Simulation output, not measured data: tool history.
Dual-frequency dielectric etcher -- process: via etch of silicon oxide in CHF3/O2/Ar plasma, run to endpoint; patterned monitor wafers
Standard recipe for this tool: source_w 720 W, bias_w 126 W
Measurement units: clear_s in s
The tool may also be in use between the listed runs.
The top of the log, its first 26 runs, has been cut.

run	day	source_w	bias_w	wafers since the last listed run	hours since the last wet clean	hours since the last source power generator calibration	hours since the last bias power generator calibration	hours since the last upper electrode change	incoming incoming film thickness, nm	clear_s
27	13.600	590	143	18	87.4	69.6	118.3	29.6	573.0	316.6
28	14.246	610	109	42	102.9	85.1	133.8	45.1	573.2	348.5
29	14.754	720	101	33	115.1	97.3	146.0	57.3	577.1	344.7
30	15.038	720	126	18	121.9	104.1	152.8	64.1	573.2	315.3
31	15.675	720	97	41	137.2	119.4	168.1	79.4	572.3	345.9
32	16.379	880	157	46	154.1	136.3	185.0	96.3	575.0	272.9
33	16.683	550	126	19	161.4	143.6	192.3	103.6	577.0	348.3
34	17.354	720	126	44	177.5	159.7	208.4	119.7	566.3	316.0

Here are 4 independent what-if runs from the current tool condition. What would each one return?
A	17.375	720	126	1	178.0	160.2	208.9	120.2	573.0	?
B	17.375	790	95	1	178.0	160.2	208.9	120.2	573.0	?
C	17.375	660	114	1	178.0	160.2	208.9	120.2	573.0	?
D	17.375	720	98	1	178.0	160.2	208.9	120.2	573.0	?

run	clear_s
A	319.6
B	342.7
C	341.1
D	349.9
With the hidden condition removed and each run's random variation left untouched, the same runs would have given:
run	clear_s
A	311.2
B	333.8
C	332.2
D	340.7

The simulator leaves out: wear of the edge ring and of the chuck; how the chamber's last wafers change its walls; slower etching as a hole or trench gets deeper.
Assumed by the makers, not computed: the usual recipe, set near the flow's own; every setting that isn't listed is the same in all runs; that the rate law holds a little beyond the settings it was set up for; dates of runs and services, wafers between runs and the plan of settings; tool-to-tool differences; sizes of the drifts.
